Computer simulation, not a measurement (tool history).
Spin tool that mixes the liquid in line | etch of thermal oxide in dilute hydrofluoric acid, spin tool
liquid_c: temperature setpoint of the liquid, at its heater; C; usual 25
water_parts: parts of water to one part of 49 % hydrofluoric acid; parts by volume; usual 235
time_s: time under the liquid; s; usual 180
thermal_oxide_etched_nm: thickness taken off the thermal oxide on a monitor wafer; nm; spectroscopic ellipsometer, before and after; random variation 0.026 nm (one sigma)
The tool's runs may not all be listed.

run,hour,liquid_c,water_parts,time_s,"read-back film thickness of the thermal oxide reference wafer, read on the same gauge (nm)",thermal_oxide_etched_nm
1,0,25,325,180,80,1.857
2,51.7,25,235,180,79.983,2.85
3,88,25,235,180,80,2.848
4,170.4,25,235,180,79.988,2.855
5,282.1,26.5,235,180,80,2.955
6,384,25,235,180,80.005,2.755
7,427.6,25,235,180,79.998,2.84
8,503.8,25,235,180,80.003,2.748
# hour 533.1: hydrofluoric acid flow meter replaced
9,580.1,23,235,180,79.99,2.336
10,661.4,26.5,205,75,80.026,1.31
# hour 760.4: hydrofluoric acid flow meter replaced, repeated, since the last time left the tool worse
# hour 790.4: gauge calibrated
11,892.8,22,235,280,79.993,4.203
# hour 926.5: thermometer replaced
12,940.4,25,235,180,80.026,3.033
13,1040.1,23.5,235,250,80.009,4.006
14,1081.1,25,120,180,79.974,6.893
15,1191,25,205,180,80.009,3.603
16,1241.6,29.5,165,120,79.999,3.603

Forecast each of these 4 alternatives for the next run:
A,1242.1,25,235,180,?,?
B,1242.1,23.5,195,275,?,?
C,1242.1,26.5,120,85,?,?
D,1242.1,21.5,235,180,?,?

run,"read-back film thickness of the thermal oxide reference wafer, read on the same gauge (nm)",thermal_oxide_etched_nm
A,79.99,2.97
B,79.99,5.406
C,79.99,3.32
D,79.99,2.615
Without the tool's hidden state the same runs would have given:
run,thermal_oxide_etched_nm
A,3.046
B,5.541
C,3.399
D,2.681

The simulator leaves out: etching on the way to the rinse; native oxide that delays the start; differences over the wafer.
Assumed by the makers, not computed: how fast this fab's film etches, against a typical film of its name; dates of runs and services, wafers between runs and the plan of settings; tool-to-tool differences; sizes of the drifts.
